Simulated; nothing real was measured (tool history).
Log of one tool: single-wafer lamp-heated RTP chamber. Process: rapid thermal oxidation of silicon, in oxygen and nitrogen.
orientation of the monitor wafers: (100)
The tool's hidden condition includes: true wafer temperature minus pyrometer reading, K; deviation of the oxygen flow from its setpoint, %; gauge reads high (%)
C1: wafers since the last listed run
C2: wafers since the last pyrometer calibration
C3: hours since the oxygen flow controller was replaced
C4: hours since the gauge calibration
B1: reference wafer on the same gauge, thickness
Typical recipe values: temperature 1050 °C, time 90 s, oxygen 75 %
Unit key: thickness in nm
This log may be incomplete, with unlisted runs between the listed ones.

Run 1, hour 0.0: usual settings; C1 0; C2 6851; C3 1555.3; C4 1274.8; B1 7.836. Result: thickness 8.228 nm.
Run 2, hour 69.6: usual settings; C1 742; C2 7593; C3 1624.9; C4 1344.4; B1 7.827. Result: thickness 8.233 nm.
Run 3, hour 128.3: usual settings; C1 626; C2 8219; C3 1683.6; C4 1403.1; B1 7.812. Result: thickness 8.245 nm.
Run 4, hour 175.1: usual settings; C1 499; C2 8718; C3 1730.4; C4 1449.9; B1 7.831. Result: thickness 8.215 nm.
At hour 236.3: pyrometer window cleaned and pyrometer calibrated.
Run 5, hour 376.4: usual settings but oxygen 67 %; C1 2061; C2 1494; C3 1931.7; C4 1651.2; B1 7.790. Result: thickness 7.892 nm.
Run 6, hour 480.5: usual settings but time 118 s, oxygen 87 %; C1 1110; C2 2604; C3 2035.8; C4 1755.3; B1 7.775. Result: thickness 9.803 nm.
Run 7, hour 529.2: usual settings but time 118 s, oxygen 87 %; C1 519; C2 3124; C3 2084.5; C4 1804.0; B1 7.751. Result: thickness 9.857 nm.
Run 8, hour 610.2: usual settings but time 118 s, oxygen 87 %; C1 863; C2 3987; C3 2165.5; C4 1885.0; B1 7.756. Result: thickness 9.736 nm.
Run 9, hour 660.4: usual settings but temperature 1068 °C; C1 535; C2 4523; C3 2215.7; C4 1935.2; B1 7.738. Result: thickness 9.241 nm.
Run 10, hour 717.9: usual settings but temperature 1068 °C; C1 613; C2 5136; C3 2273.2; C4 1992.7; B1 7.713. Result: thickness 9.302 nm.
Run 11, hour 805.2: usual settings but temperature 1059 °C, oxygen 94 %; C1 931; C2 6067; C3 2360.5; C4 2080.0; B1 7.719. Result: thickness 9.406 nm.
Run 12, hour 882.3: usual settings but temperature 1059 °C, oxygen 94 %; C1 822; C2 6890; C3 2437.6; C4 2157.1; B1 7.695. Result: thickness 9.291 nm.
At hour 948.4: pyrometer window cleaned and pyrometer calibrated.
Run 13, hour 948.7: usual settings but temperature 1043 °C, oxygen 53 %; C1 622; C2 3; C3 2504.0; C4 2223.5; B1 7.657. Result: thickness 6.853 nm.
Run 14, hour 985.2: usual settings but temperature 1028 °C, time 123 s, oxygen 98 %; C1 389; C2 392; C3 2540.5; C4 2260.0; B1 7.677. Result: thickness 8.728 nm.
Run 15, hour 1060.1: usual settings but temperature 1025 °C, time 108 s, oxygen 54 %; C1 798; C2 1191; C3 2615.4; C4 2334.9; B1 7.647. Result: thickness 6.547 nm.
Run 16, hour 1151.0: usual settings but temperature 1025 °C, time 118 s, oxygen 98 %; C1 969; C2 2160; C3 2706.3; C4 2425.8; B1 7.615. Result: thickness 8.454 nm.
Run 17, hour 1229.8: usual settings; C1 840; C2 3001; C3 2785.1; C4 2504.6; B1 7.617. Result: thickness 8.029 nm.
Run 18, hour 1290.1: usual settings; C1 643; C2 3644; C3 2845.4; C4 2564.9; B1 7.592. Result: thickness 7.991 nm.
At hour 1318.0: gauge calibrated.
Run 19, hour 1387.3: usual settings but time 118 s, oxygen 87 %; C1 1036; C2 4681; C3 2942.6; C4 69.3; B1 7.854. Result: thickness 9.815 nm.
Run 20, hour 1479.3: usual settings but time 125 s; C1 981; C2 5662; C3 3034.6; C4 161.3; B1 7.869. Result: thickness 9.637 nm.
Run 21, hour 1572.9: usual settings; C1 998; C2 6660; C3 3128.2; C4 254.9; B1 7.845. Result: thickness 8.327 nm.
Run 22, hour 1654.9: usual settings but temperature 1030 °C, time 122 s, oxygen 52 %; C1 874; C2 7535; C3 3210.2; C4 336.9; B1 7.834. Result: thickness 7.247 nm.
At hour 1706.2: pyrometer window cleaned and pyrometer calibrated.
Run 23, hour 1754.9: usual settings but temperature 1076 °C, time 129 s, oxygen 58 %; C1 981; C2 519; C3 3310.2; C4 436.9; B1 7.846. Result: thickness 10.600 nm.
Run 24, hour 1824.4: usual settings but temperature 1030 °C, time 122 s, oxygen 52 %; C1 741; C2 1260; C3 3379.7; C4 506.4; B1 7.841. Result: thickness 7.292 nm.
Run 25, hour 1925.6: usual settings but temperature 1021 °C, time 102 s; C1 1079; C2 2340; C3 3480.9; C4 607.6; B1 7.833. Result: thickness 7.136 nm.
Run 26, hour 2008.1: usual settings but temperature 1036 °C, time 73 s, oxygen 60 %; C1 879; C2 3219; C3 3563.4; C4 690.1; B1 7.837. Result: thickness 6.248 nm.
Run 27, hour 2092.9: usual settings but temperature 1067 °C; C1 904; C2 4124; C3 3648.2; C4 774.9; B1 7.823. Result: thickness 9.227 nm.
Run 28, hour 2168.6: usual settings; C1 807; C2 4931; C3 3723.9; C4 850.6; B1 7.824. Result: thickness 8.209 nm.
Run 29, hour 2255.2: usual settings; C1 923; C2 5855; C3 3810.5; C4 937.2; B1 7.830. Result: thickness 8.152 nm.
At hour 2287.0: oxygen flow controller replaced.
Run 30, hour 2330.8: usual settings but temperature 1076 °C, time 106 s, oxygen 65 %; C1 720; C2 6576; C3 43.8; C4 1012.8; B1 7.827. Result: thickness 9.981 nm.
At hour 2535.3: pyrometer window cleaned and pyrometer calibrated.
Run 31, hour 2551.7: usual settings but temperature 1031 °C, time 123 s; C1 2270; C2 174; C3 264.7; C4 1233.7; B1 7.784. Result: thickness 8.279 nm.
Run 32, hour 2640.3: usual settings; C1 944; C2 1119; C3 353.3; C4 1322.3; B1 7.782. Result: thickness 8.148 nm.
Run 33, hour 2712.1: usual settings but temperature 1064 °C, time 46 s, oxygen 58 %; C1 765; C2 1885; C3 425.1; C4 1394.1; B1 7.770. Result: thickness 6.049 nm.
Run 34, hour 2772.8: usual settings but time 56 s; C1 647; C2 2532; C3 485.8; C4 1454.8; B1 7.759. Result: thickness 6.639 nm.
Run 35, hour 2828.9: usual settings but temperature 1061 °C; C1 598; C2 3131; C3 541.9; C4 1510.9; B1 7.738. Result: thickness 8.828 nm.
Run 36, hour 3082.8: usual settings; C1 2707; C2 5839; C3 795.8; C4 1764.8; B1 7.709. Result: thickness 8.107 nm.
Run 37, hour 3189.7: usual settings but temperature 1062 °C, time 65 s, oxygen 97 %; C1 1140; C2 6979; C3 902.7; C4 1871.7; B1 7.681. Result: thickness 8.270 nm.

Below, some changes in thickness between adjacent runs. For each, the amount present without the hidden state too (settings, incoming material, random variation) and the amount remaining for the hidden state with gauge scatter not shared by both compared results:
Run 13 -> 14: temperature 1043 -> 1028, time 90 -> 123, oxygen 53 -> 98. thickness +1.875 nm: hidden state -0.056, all else +1.931.
Run 15 -> 16: time 108 -> 118, oxygen 54 -> 98. thickness +1.907 nm: hidden state -0.079, all else +1.986.
Run 18 -> 19: time 90 -> 118, oxygen 75 -> 87, gauge calibrated. thickness +1.824 nm: hidden state +0.279, all else +1.545.
Run 22 -> 23: temperature 1030 -> 1076, time 122 -> 129, oxygen 52 -> 58, pyrometer window cleaned and pyrometer calibrated. thickness +3.353 nm: hidden state -0.013, all else +3.366.
Run 23 -> 24: temperature 1076 -> 1030, time 129 -> 122, oxygen 58 -> 52. thickness -3.308 nm: hidden state +0.006, all else -3.314.
Run 26 -> 27: temperature 1036 -> 1067, time 73 -> 90, oxygen 60 -> 75. thickness +2.979 nm: hidden state -0.020, all else +2.999.

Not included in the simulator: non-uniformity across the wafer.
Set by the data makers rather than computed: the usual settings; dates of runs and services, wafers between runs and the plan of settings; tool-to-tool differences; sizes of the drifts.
